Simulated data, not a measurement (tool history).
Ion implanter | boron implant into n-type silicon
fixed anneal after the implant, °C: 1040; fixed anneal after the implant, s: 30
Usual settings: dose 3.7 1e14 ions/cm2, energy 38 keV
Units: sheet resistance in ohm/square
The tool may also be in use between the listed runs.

| run | hour | dose | energy | wafers since the last listed run | hours since the last dose calibration | hours since the extraction supply was calibrated | hours since the gauge calibration | read-back reference wafer on the same gauge, sheet resistance | sheet resistance |
|---|---|---|---|---|---|---|---|---|---|
| 1 | 0 | 3.7 | 38 | 0 | 2202.6 | 3140.8 | 155.8 | 260.82 | 230.01 |
| 2 | 16.5 | 3.7 | 45 | 474 | 2219.1 | 3157.3 | 172.3 | 260.64 | 225.28 |
| 3 | 28.6 | 3.7 | 38 | 348 | 2231.2 | 3169.4 | 184.4 | 260.64 | 229.64 |
| 4 | 37.1 | 3.7 | 38 | 244 | 2239.7 | 3177.9 | 192.9 | 260.52 | 229.64 |
| 5 | 51.2 | 2.9 | 38 | 405 | 2253.8 | 3192 | 207 | 260.65 | 281.04 |
| 6 | 67.3 | 2.9 | 38 | 463 | 2269.9 | 3208.1 | 223.1 | 260.35 | 279.93 |
|  | 77.6 | Faraday cup replaced and dose calibrated |
| 7 | 78.1 | 4.18 | 38 | 80 | 0.5 | 3218.9 | 233.9 | 260.14 | 207.02 |
|  | 90.5 | extraction supply calibrated |
| 8 | 91 | 4.18 | 38 | 140 | 13.4 | 0.5 | 246.8 | 259.98 | 206.71 |
|  | 121.9 | gauge calibrated |
| 9 | 129.9 | 3.7 | 38 | 1118 | 52.3 | 39.4 | 8 | 261.83 | 231.16 |
| 10 | 143.5 | 4.16 | 45 | 391 | 65.9 | 53 | 21.6 | 261.61 | 205.51 |
| 11 | 158.6 | 4.75 | 33.5 | 434 | 81 | 68.1 | 36.7 | 261.6 | 189.95 |
| 12 | 174.2 | 2.61 | 42.5 | 448 | 96.6 | 83.7 | 52.3 | 261.5 | 302.19 |
| 13 | 180.4 | 3.7 | 38 | 178 | 102.8 | 89.9 | 58.5 | 261.44 | 230.82 |
| 14 | 192.8 | 4.35 | 26.5 | 356 | 115.2 | 102.3 | 70.9 | 261.42 | 209.9 |
| 15 | 206.3 | 4.75 | 33.5 | 388 | 128.7 | 115.8 | 84.4 | 261.25 | 189.79 |
| 16 | 221.8 | 3.99 | 41.5 | 445 | 144.2 | 131.3 | 99.9 | 261.15 | 214.09 |
| 17 | 231.9 | 3.7 | 38 | 290 | 154.3 | 141.4 | 110 | 260.94 | 230.31 |
| 18 | 243.1 | 3.7 | 38 | 322 | 165.5 | 152.6 | 121.2 | 261 | 231.11 |
| 19 | 250.9 | 4.77 | 50.5 | 224 | 173.3 | 160.4 | 129 | 260.94 | 180.44 |

Forecast each of these 4 alternatives for the next run:
| A | 251.3 | 3.7 | 38 | 11 | 173.7 | 160.8 | 129.4 | ? | ? |
| B | 251.3 | 4.13 | 29 | 11 | 173.7 | 160.8 | 129.4 | ? | ? |
| C | 251.3 | 3.31 | 30 | 11 | 173.7 | 160.8 | 129.4 | ? | ? |
| D | 251.3 | 3.7 | 42 | 11 | 173.7 | 160.8 | 129.4 | ? | ? |

| run | read-back reference wafer on the same gauge, sheet resistance | sheet resistance |
|---|---|---|
| A | 261.06 | 230.34 |
| B | 261.06 | 216.54 |
| C | 261.06 | 259.13 |
| D | 261.06 | 227.8 |
Without the tool's hidden state the same runs would have given:
| run | sheet resistance |
|---|---|
| A | 231.23 |
| B | 217.38 |
| C | 260.13 |
| D | 228.68 |

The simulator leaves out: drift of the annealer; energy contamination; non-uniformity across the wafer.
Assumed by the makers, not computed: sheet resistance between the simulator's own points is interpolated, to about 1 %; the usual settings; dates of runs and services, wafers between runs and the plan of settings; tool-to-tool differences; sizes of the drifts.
